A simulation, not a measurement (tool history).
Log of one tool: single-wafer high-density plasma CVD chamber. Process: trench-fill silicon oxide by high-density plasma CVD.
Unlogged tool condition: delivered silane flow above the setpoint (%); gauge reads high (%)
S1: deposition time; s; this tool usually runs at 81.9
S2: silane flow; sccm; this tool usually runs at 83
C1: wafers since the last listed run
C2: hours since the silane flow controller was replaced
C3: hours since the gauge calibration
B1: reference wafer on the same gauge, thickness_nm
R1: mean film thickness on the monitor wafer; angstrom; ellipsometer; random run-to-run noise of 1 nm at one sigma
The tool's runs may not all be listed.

run	day	S1	S2	C1	C2	C3	B1	R1
1	0	81.9	83	0	2720.2	165.5	749.33	7132.43
2	0.575	81.9	83	178	2734	179.3	748.856	7127.15
3	1.212	81.9	83	198	2749.3	194.6	749.471	7155.11
4	1.542	81.9	83	102	2757.2	202.5	748.96	7147.59
5	2.062	81.9	83	162	2769.7	215	749.041	7125.16
6	2.642	74.8	83	180	2783.6	228.9	749.082	6527.17
7	3.371	74.8	83	226	2801.1	246.4	748.989	6540.28
8	3.996	74.8	83	194	2816.1	261.4	749.174	6557.75
9	4.717	70.7	94	224	2833.4	278.7	749.025	6994.49
# day 4.921: gauge calibrated
# day 5.538: silane flow controller replaced
10	5.788	70.7	94	229	6	20.8	748.848	6613.3
11	6.467	81.9	90	211	22.3	37.1	748.928	7327.63
12	6.904	73.1	70	136	32.8	47.6	748.976	5083.47
13	7.212	72.3	83	95	40.2	55	748.832	5963.08
14	7.888	81.9	83	209	56.4	71.2	749.141	6762.71
15	8.208	65.8	67	99	64.1	78.9	749.097	4384.67
16	8.592	76.4	98	119	73.3	88.1	749.174	7431.82
17	9.221	76.4	98	195	88.4	103.2	749.214	7440.45
18	9.575	69.6	83	110	96.9	111.7	749.305	5738.76
19	10.038	90.6	97	143	108	122.8	748.831	8752.36
20	10.704	93.9	83	207	124	138.8	749.08	7731.92
21	11.45	69.9	97	231	141.9	156.7	748.983	6735.81

Give the tool's hidden conditions for every run:
gauge reads high (%): 0 at every run
H1: delivered silane flow above the setpoint (%)
run	H1
1	5.89
2	5.95
3	6.03
4	6.06
5	6.13
6	6.19
7	6.28
8	6.35
9	6.44
10	0.431
11	0.432
12	0.432
13	0.433
14	0.434
15	0.435
16	0.436
17	0.438
18	0.439
19	0.441
20	0.445
21	0.449
